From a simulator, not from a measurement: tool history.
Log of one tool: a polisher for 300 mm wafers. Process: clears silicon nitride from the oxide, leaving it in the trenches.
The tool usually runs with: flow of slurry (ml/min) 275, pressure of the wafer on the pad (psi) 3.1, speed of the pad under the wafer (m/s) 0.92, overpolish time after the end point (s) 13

run    hour  flow of slurry (ml/min)  pressure of the wafer on the pad (psi)  speed of the pad under the wafer (m/s)  overpolish time after the end point (s)  incoming thickness of the incoming film, nm  time until the end point was called (s)
  1     0.0                      275                                     3.1                                    0.92                                       17                                         70.3                                     95.7
       24.4  -- worn pad replaced by a new one
  2    54.1                      275                                     3.1                                    0.72                                        8                                         69.0                                    109.4
  3   113.7                      275                                     3.1                                    0.72                                        8                                         71.1                                    121.4
  4   145.0                      275                                     3.1                                    0.72                                        8                                         70.8                                    123.9
      157.0  -- slurry nozzle cleaned
  5   210.6                      350                                     3.1                                    0.92                                       13                                         70.5                                     94.4
      226.8  -- worn pad replaced by a new one
  6   261.8                      240                                     3.1                                    0.92                                       13                                         71.0                                     97.1
  7   324.9                      275                                     3.1                                    1.14                                       13                                         70.4                                     86.0
      330.7  -- head pressure recalibrated
  8   383.8                      275                                     3.1                                    1.14                                       13                                         70.4                                     91.6
      402.7  -- slurry nozzle cleaned
      417.9  -- worn pad replaced by a new one
  9   447.4                      275                                     3.1                                    1.12                                       13                                         69.4                                     73.3
 10   480.8                      275                                     3.1                                    0.72                                        8                                         70.6                                    112.0
 11   528.1                      370                                     2.4                                    0.92                                       13                                         69.9                                    106.6
      600.3  -- worn pad replaced by a new one
 12   600.8                      245                                     2.0                                    0.92                                       13                                         71.3                                    122.6
      614.4  -- slurry nozzle cleaned
 13   642.3                      250                                     4.1                                    1.06                                       19                                         70.2                                     68.3
 14   699.7                      275                                     3.1                                    0.92                                       10                                         70.6                                     99.7
 15   742.3                      275                                     3.4                                    0.92                                       10                                         69.9                                     92.9
      808.1  -- worn pad replaced by a new one
 16   808.6                      275                                     4.2                                    0.92                                        6                                         69.9                                     76.4
      828.6  -- head pressure recalibrated
      838.1  -- slurry nozzle cleaned
 17   872.2                      180                                     3.1                                    0.92                                       13                                         69.2                                     96.3
     1040.6  -- worn pad replaced by a new one
 18  1068.3                      275                                     3.1                                    0.92                                       13                                         70.5                                     98.5

Pick out some run-to-run changes in time until the end point was called (s). Of each, how much would a tool without hidden state show as well, from the settings, what came in and chance, and how much is left for the hidden state and any gauge scatter not in both results compared?
The tool's hidden condition here consists of: removal rate lost through wear of the pad, %; slurry flow missing at the pad, %; deviation of the head's pressure from its setpoint, %.
Run 8 -> 9: speed of the pad under the wafer (m/s) 1.14 -> 1.12, slurry nozzle cleaned, worn pad replaced by a new one. time until the end point was called (s) -18.3: hidden state -13.5, all else -4.8.
Run 12 -> 13: flow of slurry (ml/min) 245 -> 250, pressure of the wafer on the pad (psi) 2.0 -> 4.1, speed of the pad under the wafer (m/s) 0.92 -> 1.06, overpolish time after the end point (s) 13 -> 19, slurry nozzle cleaned. time until the end point was called (s) -54.3: hidden state -4.4, all else -49.9.
